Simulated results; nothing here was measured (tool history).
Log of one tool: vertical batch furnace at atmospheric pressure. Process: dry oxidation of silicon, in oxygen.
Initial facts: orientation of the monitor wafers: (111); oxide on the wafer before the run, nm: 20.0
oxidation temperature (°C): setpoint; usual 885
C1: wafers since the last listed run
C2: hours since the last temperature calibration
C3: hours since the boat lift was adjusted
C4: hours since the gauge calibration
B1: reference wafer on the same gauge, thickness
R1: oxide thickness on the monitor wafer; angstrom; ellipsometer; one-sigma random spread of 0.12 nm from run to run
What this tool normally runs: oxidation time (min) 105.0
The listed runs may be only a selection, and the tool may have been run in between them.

{"run": 1, "hour": 0.0, "oxidation temperature (°C)": 885, "oxidation time (min)": 105.0, "C1": 0, "C2": 3493.6, "C3": 2079.8, "C4": 642.0, "B1": 48.98, "R1": 523.4}
{"run": 2, "hour": 36.0, "oxidation temperature (°C)": 885, "oxidation time (min)": 105.0, "C1": 374, "C2": 3529.6, "C3": 2115.8, "C4": 678.0, "B1": 49.03, "R1": 522.9}
{"run": 3, "hour": 71.5, "oxidation temperature (°C)": 885, "oxidation time (min)": 105.0, "C1": 369, "C2": 3565.1, "C3": 2151.3, "C4": 713.5, "B1": 48.97, "R1": 522.3}
{"run": 4, "hour": 101.9, "oxidation temperature (°C)": 885, "oxidation time (min)": 105.0, "C1": 316, "C2": 3595.5, "C3": 2181.7, "C4": 743.9, "B1": 49.0, "R1": 521.0}
{"run": 5, "hour": 127.0, "oxidation temperature (°C)": 902, "oxidation time (min)": 105.0, "C1": 261, "C2": 3620.6, "C3": 2206.8, "C4": 769.0, "B1": 49.02, "R1": 594.2}
{"run": 6, "hour": 155.9, "oxidation temperature (°C)": 902, "oxidation time (min)": 105.0, "C1": 300, "C2": 3649.5, "C3": 2235.7, "C4": 797.9, "B1": 48.98, "R1": 592.1}
{"run": 7, "hour": 185.4, "oxidation temperature (°C)": 885, "oxidation time (min)": 105.0, "C1": 306, "C2": 3679.0, "C3": 2265.2, "C4": 827.4, "B1": 48.97, "R1": 523.7}
{"run": 8, "hour": 211.0, "oxidation temperature (°C)": 885, "oxidation time (min)": 105.0, "C1": 266, "C2": 3704.6, "C3": 2290.8, "C4": 853.0, "B1": 49.01, "R1": 523.6}
{"run": 9, "hour": 226.1, "oxidation temperature (°C)": 885, "oxidation time (min)": 105.0, "C1": 157, "C2": 3719.7, "C3": 2305.9, "C4": 868.1, "B1": 49.01, "R1": 522.4}
{"run": 10, "hour": 256.3, "oxidation temperature (°C)": 885, "oxidation time (min)": 105.0, "C1": 314, "C2": 3749.9, "C3": 2336.1, "C4": 898.3, "B1": 49.01, "R1": 522.8}
{"run": 11, "hour": 272.0, "oxidation temperature (°C)": 885, "oxidation time (min)": 105.0, "C1": 163, "C2": 3765.6, "C3": 2351.8, "C4": 914.0, "B1": 48.98, "R1": 524.5}
{"run": 12, "hour": 292.6, "oxidation temperature (°C)": 885, "oxidation time (min)": 105.0, "C1": 214, "C2": 3786.2, "C3": 2372.4, "C4": 934.6, "B1": 49.0, "R1": 523.2}
{"run": 13, "hour": 305.3, "oxidation temperature (°C)": 885, "oxidation time (min)": 105.0, "C1": 132, "C2": 3798.9, "C3": 2385.1, "C4": 947.3, "B1": 49.0, "R1": 525.0}
{"run": 14, "hour": 334.3, "oxidation temperature (°C)": 885, "oxidation time (min)": 105.0, "C1": 301, "C2": 3827.9, "C3": 2414.1, "C4": 976.3, "B1": 48.99, "R1": 524.1}
{"hour": 363.5, "done": "boat lift adjusted"}
{"run": 15, "hour": 409.6, "oxidation temperature (°C)": 885, "oxidation time (min)": 105.0, "C1": 533, "C2": 3903.2, "C3": 46.1, "C4": 1051.6, "B1": 49.0, "R1": 538.6}
{"run": 16, "hour": 425.6, "oxidation temperature (°C)": 903, "oxidation time (min)": 105.0, "C1": 166, "C2": 3919.2, "C3": 62.1, "C4": 1067.6, "B1": 49.0, "R1": 619.9}
{"run": 17, "hour": 440.9, "oxidation temperature (°C)": 885, "oxidation time (min)": 105.0, "C1": 159, "C2": 3934.5, "C3": 77.4, "C4": 1082.9, "B1": 49.01, "R1": 541.1}
{"run": 18, "hour": 454.9, "oxidation temperature (°C)": 866, "oxidation time (min)": 105.0, "C1": 145, "C2": 3948.5, "C3": 91.4, "C4": 1096.9, "B1": 48.98, "R1": 472.6}
{"run": 19, "hour": 473.5, "oxidation temperature (°C)": 885, "oxidation time (min)": 105.0, "C1": 193, "C2": 3967.1, "C3": 110.0, "C4": 1115.5, "B1": 49.0, "R1": 541.4}
{"run": 20, "hour": 491.1, "oxidation temperature (°C)": 899, "oxidation time (min)": 89.0, "C1": 183, "C2": 3984.7, "C3": 127.6, "C4": 1133.1, "B1": 48.98, "R1": 550.6}
{"run": 21, "hour": 522.8, "oxidation temperature (°C)": 861, "oxidation time (min)": 123.5, "C1": 329, "C2": 4016.4, "C3": 159.3, "C4": 1164.8, "B1": 49.01, "R1": 490.3}
{"run": 22, "hour": 551.5, "oxidation temperature (°C)": 885, "oxidation time (min)": 119.0, "C1": 298, "C2": 4045.1, "C3": 188.0, "C4": 1193.5, "B1": 48.98, "R1": 574.5}
{"run": 23, "hour": 576.9, "oxidation temperature (°C)": 885, "oxidation time (min)": 105.0, "C1": 264, "C2": 4070.5, "C3": 213.4, "C4": 1218.9, "B1": 49.0, "R1": 540.4}
{"hour": 611.8, "done": "thermocouples replaced and temperature profile calibrated"}
{"run": 24, "hour": 612.3, "oxidation temperature (°C)": 885, "oxidation time (min)": 105.0, "C1": 118, "C2": 0.5, "C3": 248.8, "C4": 1254.3, "B1": 48.98, "R1": 519.1}
{"run": 25, "hour": 624.9, "oxidation temperature (°C)": 864, "oxidation time (min)": 87.0, "C1": 131, "C2": 13.1, "C3": 261.4, "C4": 1266.9, "B1": 49.0, "R1": 414.4}
{"run": 26, "hour": 658.2, "oxidation temperature (°C)": 885, "oxidation time (min)": 137.5, "C1": 346, "C2": 46.4, "C3": 294.7, "C4": 1300.2, "B1": 48.98, "R1": 592.6}
{"hour": 670.0, "done": "gauge calibrated"}
{"run": 27, "hour": 692.4, "oxidation temperature (°C)": 885, "oxidation time (min)": 105.0, "C1": 355, "C2": 80.6, "C3": 328.9, "C4": 22.4, "B1": 49.0, "R1": 516.3}
{"run": 28, "hour": 712.1, "oxidation temperature (°C)": 908, "oxidation time (min)": 125.5, "C1": 204, "C2": 100.3, "C3": 348.6, "C4": 42.1, "B1": 48.99, "R1": 676.3}
{"run": 29, "hour": 729.4, "oxidation temperature (°C)": 903, "oxidation time (min)": 77.5, "C1": 179, "C2": 117.6, "C3": 365.9, "C4": 59.4, "B1": 48.98, "R1": 506.8}
{"run": 30, "hour": 743.6, "oxidation temperature (°C)": 902, "oxidation time (min)": 105.0, "C1": 147, "C2": 131.8, "C3": 380.1, "C4": 73.6, "B1": 49.0, "R1": 586.7}
{"run": 31, "hour": 775.0, "oxidation temperature (°C)": 900, "oxidation time (min)": 105.0, "C1": 326, "C2": 163.2, "C3": 411.5, "C4": 105.0, "B1": 48.99, "R1": 577.1}
{"run": 32, "hour": 796.1, "oxidation temperature (°C)": 871, "oxidation time (min)": 131.0, "C1": 219, "C2": 184.3, "C3": 432.6, "C4": 126.1, "B1": 49.02, "R1": 520.1}
{"run": 33, "hour": 822.4, "oxidation temperature (°C)": 885, "oxidation time (min)": 105.0, "C1": 273, "C2": 210.6, "C3": 458.9, "C4": 152.4, "B1": 48.99, "R1": 515.4}
{"run": 34, "hour": 834.9, "oxidation temperature (°C)": 894, "oxidation time (min)": 105.0, "C1": 130, "C2": 223.1, "C3": 471.4, "C4": 164.9, "B1": 49.01, "R1": 553.0}
{"run": 35, "hour": 859.1, "oxidation temperature (°C)": 885, "oxidation time (min)": 126.5, "C1": 251, "C2": 247.3, "C3": 495.6, "C4": 189.1, "B1": 49.01, "R1": 563.8}
{"run": 36, "hour": 881.9, "oxidation temperature (°C)": 885, "oxidation time (min)": 105.0, "C1": 237, "C2": 270.1, "C3": 518.4, "C4": 211.9, "B1": 48.99, "R1": 516.8}

For run 37, what comes out?
{"run": 37, "hour": 945.5, "oxidation temperature (°C)": 867, "oxidation time (min)": 152.5, "C1": 661, "C2": 333.7, "C3": 582.0, "C4": 275.5, "B1": "?", "R1": "?"}

For run 37 the tool returned B1 49.00, R1 541.6 angstrom.
With the hidden condition absent and the run-to-run variation left alone, this run would have shown R1 546.4 angstrom.
